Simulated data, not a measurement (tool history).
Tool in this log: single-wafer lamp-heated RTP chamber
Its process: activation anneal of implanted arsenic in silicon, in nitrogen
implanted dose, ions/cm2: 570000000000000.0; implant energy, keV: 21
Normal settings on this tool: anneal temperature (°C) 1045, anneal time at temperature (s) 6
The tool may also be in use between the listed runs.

| run | hour | anneal temperature (°C) | anneal time at temperature (s) | wafers since the last listed run | wafers since the last pyrometer calibration | wafers since the reflector plate was cleaned | hours since the gauge calibration | read-back reference wafer on the same gauge, sheet resistance | sheet resistance of the implanted and annealed layer (ohm/square) |
|---|---|---|---|---|---|---|---|---|---|
| 1 | 0.0 | 1026 | 4 | 0 | 2997 | 9721 | 796.0 | 218.15 | 193.09 |
|  | 12.8 | gauge calibrated |
| 2 | 69.6 | 1026 | 4 | 1325 | 4323 | 11046 | 56.8 | 217.93 | 193.72 |
|  | 125.0 | pyrometer window cleaned and pyrometer calibrated |
| 3 | 125.5 | 1045 | 5 | 912 | 9 | 11959 | 112.7 | 218.17 | 188.86 |
|  | 170.4 | reflector plate cleaned |
| 4 | 189.6 | 1045 | 5 | 1068 | 1077 | 365 | 176.8 | 217.88 | 189.67 |
| 5 | 226.2 | 1045 | 5 | 697 | 1775 | 1062 | 213.4 | 218.25 | 188.92 |
| 6 | 281.1 | 1056 | 6 | 1045 | 2820 | 2107 | 268.3 | 218.15 | 187.43 |
| 7 | 375.8 | 1056 | 6 | 1803 | 4624 | 3911 | 363.0 | 217.85 | 186.45 |
|  | 430.2 | pyrometer window cleaned and pyrometer calibrated |
| 8 | 436.9 | 1056 | 6 | 1011 | 128 | 4922 | 424.1 | 218.11 | 187.41 |
| 9 | 536.4 | 1045 | 6 | 1894 | 2023 | 6817 | 523.6 | 217.98 | 188.71 |
| 10 | 634.4 | 1045 | 6 | 1866 | 3889 | 8683 | 621.6 | 217.83 | 188.98 |
|  | 653.3 | gauge calibrated |
|  | 679.8 | pyrometer window cleaned and pyrometer calibrated |
| 11 | 730.4 | 1045 | 6 | 1675 | 964 | 10359 | 77.1 | 218.09 | 188.52 |
| 12 | 769.5 | 1021 | 6 | 744 | 1709 | 11104 | 116.2 | 218.27 | 191.43 |
|  | 855.4 | reflector plate cleaned |
| 13 | 855.9 | 1056 | 8 | 1493 | 3202 | 9 | 202.6 | 217.90 | 184.61 |
| 14 | 943.5 | 1056 | 8 | 1668 | 4870 | 1677 | 290.2 | 218.09 | 185.00 |
|  | 969.5 | pyrometer window cleaned and pyrometer calibrated |
| 15 | 1007.9 | 1019 | 10 | 1074 | 731 | 2751 | 354.6 | 218.08 | 189.60 |
| 16 | 1058.2 | 1029 | 9 | 957 | 1689 | 3709 | 404.9 | 218.01 | 188.65 |
| 17 | 1138.4 | 1069 | 3 | 1527 | 3217 | 5236 | 485.1 | 218.26 | 189.53 |
| 18 | 1199.2 | 1016 | 5 | 1157 | 4375 | 6394 | 545.9 | 218.03 | 193.11 |
|  | 1264.2 | pyrometer window cleaned and pyrometer calibrated |
| 19 | 1297.0 | 1029 | 9 | 1710 | 625 | 8105 | 643.7 | 218.05 | 188.85 |
| 20 | 1379.6 | 1030 | 5 | 1573 | 2198 | 9678 | 726.3 | 218.25 | 191.22 |
| 21 | 1433.1 | 1057 | 7 | 1018 | 3217 | 10697 | 779.8 | 217.93 | 186.72 |

Below are 4 alternative next runs, each starting from the tool's condition after run 21. Predict each:
| A | 1433.5 | 1045 | 3 | 7 | 3224 | 10704 | 780.2 | ? | ? |
| B | 1433.5 | 1022 | 8 | 7 | 3224 | 10704 | 780.2 | ? | ? |
| C | 1433.5 | 1045 | 9 | 7 | 3224 | 10704 | 780.2 | ? | ? |
| D | 1433.5 | 1054 | 7 | 7 | 3224 | 10704 | 780.2 | ? | ? |

| run | read-back reference wafer on the same gauge, sheet resistance | sheet resistance of the implanted and annealed layer (ohm/square) |
|---|---|---|
| A | 218.22 | 192.83 |
| B | 218.22 | 190.24 |
| C | 218.22 | 186.56 |
| D | 218.22 | 186.90 |
The same runs, with their run-to-run variation unchanged, on a tool lacking any hidden condition would have given:
| run | sheet resistance of the implanted and annealed layer (ohm/square) |
|---|---|
| A | 192.83 |
| B | 190.24 |
| C | 186.56 |
| D | 186.90 |
